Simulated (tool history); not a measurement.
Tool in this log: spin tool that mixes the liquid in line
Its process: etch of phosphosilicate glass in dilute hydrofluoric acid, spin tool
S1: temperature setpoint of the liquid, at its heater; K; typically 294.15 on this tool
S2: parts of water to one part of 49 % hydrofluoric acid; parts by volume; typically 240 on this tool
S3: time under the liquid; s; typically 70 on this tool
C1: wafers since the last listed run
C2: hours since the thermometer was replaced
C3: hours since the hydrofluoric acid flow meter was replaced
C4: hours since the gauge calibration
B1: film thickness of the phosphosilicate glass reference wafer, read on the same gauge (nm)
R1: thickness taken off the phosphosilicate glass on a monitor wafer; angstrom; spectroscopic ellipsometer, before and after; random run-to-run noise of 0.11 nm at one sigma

run   hour      S1   S2  S3   C1     C2      C3     C4      B1     R1
  1      0  294.15  240  45    0  389.3  1884.7  179.9   99.99  140.9
  2   24.1  294.15  240  70  250  413.4  1908.8    204   99.99    222
  3   40.5  294.15  240  70  170  429.8  1925.2  220.4     100  221.5
  4   49.5  294.15  240  70   93  438.8  1934.2  229.4     100  221.9
  5   67.4  294.15  240  70  186  456.7  1952.1  247.3     100  222.6
  6   77.2  294.15  240  70  101  466.5  1961.9  257.1   99.98  224.1
  7   83.7  294.15  240  70   67    473  1968.4  263.6   99.99  222.7
  8  119.5  294.15  240  70  372  508.8  2004.2  299.4   99.99  221.8
  9  127.1  294.15  240  70   79  516.4  2011.8    307  100.01  224.4
 10  137.1  294.15  240  70  103  526.4  2021.8    317   99.99  221.5
 11    147  294.15  240  70  102  536.3  2031.7  326.9  100.01  224.7
 12    160  294.15  240  70  135  549.3  2044.7  339.9   99.99  223.2
 13  171.6  294.15  300  70  120  560.9  2056.3  351.5     100  169.7
 14  181.9  294.15  240  70  107  571.2  2066.6  361.8  100.01  223.7
     185.6  -- hydrofluoric acid flow meter replaced
 15  193.2  294.15  240  70  107  582.5     7.6  373.1  100.01  191.9
       209  -- gauge calibrated
 16  210.2  291.65  240  70  176  599.5    24.6    1.2     100  175.4
 17    225  292.65  240  35  153  614.3    39.4     16  100.02   91.4
 18  240.6  290.65  165  70  162  629.9      55   31.6     100  261.4
 19  247.2  294.15  240  70   68  636.5    61.6   38.2  100.01  193.4
 20  259.7  290.65  165  70  129    649    74.1   50.7   99.99  264.2
     266.8  -- thermometer replaced
 21  271.8  296.65  285  70  115      5    86.2   62.8     100  169.9
 22  282.3  292.65  240  35  109   15.5    96.7   73.3     100   91.5
 23  293.6  294.15  305  70  117   26.8     108   84.6     100  143.5
 24    305  298.65  180  35  118   38.2   119.4     96  100.01  162.9
 25  311.9  298.15  340  70   71   45.1   126.3  102.9     100  144.1

Run 26, settings as shown, results not yet in. Your forecast:
 26  328.7  291.15  285  70  174  61.9  143.1  119.7   ?   ?

B1: 99.99
R1: 139.8 angstrom
The same run, on a tool lacking any hidden state, would have yielded R1 135.6 angstrom.
